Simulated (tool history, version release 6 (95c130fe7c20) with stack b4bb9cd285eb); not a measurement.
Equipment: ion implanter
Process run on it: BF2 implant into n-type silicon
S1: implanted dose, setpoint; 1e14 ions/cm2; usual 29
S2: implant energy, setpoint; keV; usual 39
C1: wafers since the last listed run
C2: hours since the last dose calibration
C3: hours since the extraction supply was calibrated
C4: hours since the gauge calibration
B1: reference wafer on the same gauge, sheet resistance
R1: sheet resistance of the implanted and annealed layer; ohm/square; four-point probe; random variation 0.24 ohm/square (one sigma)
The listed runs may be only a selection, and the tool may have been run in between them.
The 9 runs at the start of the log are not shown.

{"run": 10, "hour": 603.9, "S1": 29, "S2": 39, "C1": 1021, "C2": 192.4, "C3": 6896.3, "C4": 4532.2, "B1": 113.03, "R1": 103.58}
{"run": 11, "hour": 646.9, "S1": 29, "S2": 48.5, "C1": 851, "C2": 235.4, "C3": 6939.3, "C4": 4575.2, "B1": 113.1, "R1": 91.75}
{"run": 12, "hour": 738.0, "S1": 29, "S2": 48.5, "C1": 1803, "C2": 326.5, "C3": 7030.4, "C4": 4666.3, "B1": 113.07, "R1": 91.92}
{"hour": 804.6, "done": "gauge calibrated"}
{"run": 13, "hour": 812.4, "S1": 29, "S2": 39, "C1": 1472, "C2": 400.9, "C3": 7104.8, "C4": 7.8, "B1": 113.01, "R1": 103.53}
{"hour": 1023.5, "done": "extraction supply calibrated"}
{"run": 14, "hour": 1043.0, "S1": 26.95, "S2": 39, "C1": 4406, "C2": 631.5, "C3": 19.5, "C4": 238.4, "B1": 113.06, "R1": 105.34}
{"run": 15, "hour": 1084.7, "S1": 26.95, "S2": 39, "C1": 825, "C2": 673.2, "C3": 61.2, "C4": 280.1, "B1": 112.91, "R1": 105.48}
{"hour": 1159.2, "done": "Faraday cup replaced and dose calibrated"}
{"run": 16, "hour": 1173.4, "S1": 26.95, "S2": 39, "C1": 1597, "C2": 14.2, "C3": 149.9, "C4": 368.8, "B1": 112.87, "R1": 105.32}
{"run": 17, "hour": 1227.9, "S1": 32.34, "S2": 27.5, "C1": 1078, "C2": 68.7, "C3": 204.4, "C4": 423.3, "B1": 113.04, "R1": 123.3}
{"run": 18, "hour": 1467.3, "S1": 26.73, "S2": 48.5, "C1": 4738, "C2": 308.1, "C3": 443.8, "C4": 662.7, "B1": 113.02, "R1": 93.88}
{"run": 19, "hour": 1639.9, "S1": 29, "S2": 26, "C1": 3416, "C2": 480.7, "C3": 616.4, "C4": 835.3, "B1": 112.9, "R1": 126.39}
{"run": 20, "hour": 1700.8, "S1": 22.73, "S2": 34, "C1": 1205, "C2": 541.6, "C3": 677.3, "C4": 896.2, "B1": 112.99, "R1": 114.03}
{"run": 21, "hour": 1807.7, "S1": 21.87, "S2": 52.5, "C1": 2116, "C2": 648.5, "C3": 784.2, "C4": 1003.1, "B1": 113.01, "R1": 92.33}
{"run": 22, "hour": 1853.2, "S1": 29, "S2": 39, "C1": 900, "C2": 694, "C3": 829.7, "C4": 1048.6, "B1": 113.01, "R1": 104.29}

Run 23 is up next; what results do you expect?
{"run": 23, "hour": 1962.8, "S1": 34.46, "S2": 28, "C1": 2169, "C2": 803.6, "C3": 939.3, "C4": 1158.2, "B1": "?", "R1": "?"}

B1: 112.99
R1: 121.13 ohm/square
The same run, on a tool lacking any hidden state, would have yielded R1 121.93 ohm/square.
